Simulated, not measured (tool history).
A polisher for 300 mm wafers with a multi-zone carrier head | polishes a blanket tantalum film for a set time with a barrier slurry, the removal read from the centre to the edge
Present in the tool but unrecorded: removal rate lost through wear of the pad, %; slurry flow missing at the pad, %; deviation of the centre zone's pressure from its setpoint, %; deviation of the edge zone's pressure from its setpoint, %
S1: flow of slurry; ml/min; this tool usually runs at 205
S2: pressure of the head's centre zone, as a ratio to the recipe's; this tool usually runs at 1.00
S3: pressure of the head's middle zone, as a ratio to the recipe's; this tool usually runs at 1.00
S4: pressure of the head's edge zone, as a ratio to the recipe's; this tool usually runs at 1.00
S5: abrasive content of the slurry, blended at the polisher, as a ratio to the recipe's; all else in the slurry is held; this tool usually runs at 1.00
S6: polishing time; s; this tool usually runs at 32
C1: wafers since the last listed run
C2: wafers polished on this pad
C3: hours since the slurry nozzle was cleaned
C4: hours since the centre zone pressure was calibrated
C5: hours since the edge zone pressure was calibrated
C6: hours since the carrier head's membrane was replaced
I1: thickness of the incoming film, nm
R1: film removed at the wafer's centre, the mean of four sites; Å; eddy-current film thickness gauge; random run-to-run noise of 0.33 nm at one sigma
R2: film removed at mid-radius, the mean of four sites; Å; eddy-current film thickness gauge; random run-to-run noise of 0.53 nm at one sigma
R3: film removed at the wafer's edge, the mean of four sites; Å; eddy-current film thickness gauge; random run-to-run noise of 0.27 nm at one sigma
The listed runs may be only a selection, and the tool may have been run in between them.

run    hour   S1    S2    S3    S4    S5  S6    C1    C2     C3     C4     C5     C6     I1   R1   R2   R3
  1     0.0  225  1.00  1.00  1.00  0.90  32     0  2982  253.3  123.7  107.0  753.7  472.9  338  346  336
       46.8  -- carrier head's membrane replaced by a new one
  2    47.3  205  1.00  1.00  1.00  1.00  32   340  3323  300.6  171.0  154.3    0.5  464.1  334  341  341
  3    74.1  205  1.00  1.00  1.00  1.00  32   215  3538  327.4  197.8  181.1   27.3  466.9  335  350  341
       80.7  -- worn pad replaced by a new one
  4   111.0  205  1.00  1.00  0.97  1.00  32   264   243  364.3  234.7  218.0   64.2  469.4  377  387  368
  5   151.3  205  1.00  1.00  1.00  1.00  32   324   567  404.6  275.0  258.3  104.5  468.1  364  378  373
  6   192.3  235  1.09  1.00  0.94  1.00  38   329   897  445.6  316.0  299.3  145.5  466.7  474  446  423
  7   261.4  205  1.00  1.00  1.00  1.25  32   556  1453  514.7  385.1  368.4  214.6  462.5  366  372  368
  8   321.6  240  1.10  1.00  1.00  1.00  32   484  1938  574.9  445.3  428.6  274.8  475.8  396  352  354
  9   381.3  205  1.00  1.00  0.91  1.00  32   480  2418  634.6  505.0  488.3  334.5  470.8  347  352  333
 10   446.8  205  1.00  1.00  1.00  1.00  32   527  2945  700.1  570.5  553.8  400.0  470.7  352  351  341
      453.7  -- slurry nozzle cleaned
 11   507.5  205  1.00  1.00  1.00  1.00  32   480  3426   53.8  631.2  614.5  460.7  472.5  351  344  339
 12   575.9  205  1.00  1.00  1.00  1.00  32   550  3976  122.2  699.6  682.9  529.1  471.0  358  347  344
 13   608.8  205  1.00  1.00  1.00  1.00  32   264  4241  155.1  732.5  715.8  562.0  465.2  360  345  346
      615.6  -- worn pad replaced by a new one
 14   656.7  205  0.89  1.00  0.90  1.00  32   353   331  203.0  780.4  763.7  609.9  467.7  351  383  351
 15   693.0  205  0.96  1.00  1.00  1.20  32   292   623  239.3  816.7  800.0  646.2  470.5  389  391  379
      709.0  -- edge zone pressure recalibrated
 16   753.8  205  0.95  1.00  1.00  1.20  32   473  1096  300.1  877.5   44.8  707.0  474.7  379  377  373
      762.8  -- centre zone pressure recalibrated
 17   794.3  205  1.00  1.00  1.07  1.20  41   309  1406  340.6   31.5   85.3  747.5  468.4  458  475  482
 18   843.4  205  1.00  0.90  1.00  1.15  37   395  1801  389.7   80.6  134.4  796.6  463.6  407  389  416
      868.5  -- carrier head's membrane replaced by a new one
 19   974.2  205  1.00  1.08  1.00  1.00  32  1012  2813  520.5  211.4  265.2  105.7  467.6  340  361  343
 20  1036.5  205  1.00  1.00  1.00  1.15  32   501  3314  582.8  273.7  327.5  168.0  465.4  346  354  354
 21  1073.6  205  1.00  1.00  0.95  1.10  32   298  3613  619.9  310.8  364.6  205.1  468.9  350  353  340
     1111.9  -- worn pad replaced by a new one
 22  1130.0  275  1.00  1.00  0.95  1.00  32   421   145  676.3  367.2  421.0  261.5  469.6  391  383  377

Consider 3 possible next runs. They are alternatives, not a sequence: every one starts from the tool as it was left by run 22. What does each give?
  A  1130.4  135  1.00  1.00  1.00  1.00  32   3  149  676.7  367.6  421.4  261.9  464.2   ?   ?   ?
  B  1130.4  140  1.00  1.00  1.00  1.00  22   3  149  676.7  367.6  421.4  261.9  464.2   ?   ?   ?
  C  1130.4  205  1.00  1.00  0.92  0.75  32   3  149  676.7  367.6  421.4  261.9  464.2   ?   ?   ?

run   R1   R2   R3
  A  344  348  353
  B  239  241  244
  C  358  358  341
Without the tool's hidden state the same runs would have given:
run   R1   R2   R3
  A  349  360  365
  B  243  250  253
  C  363  370  352
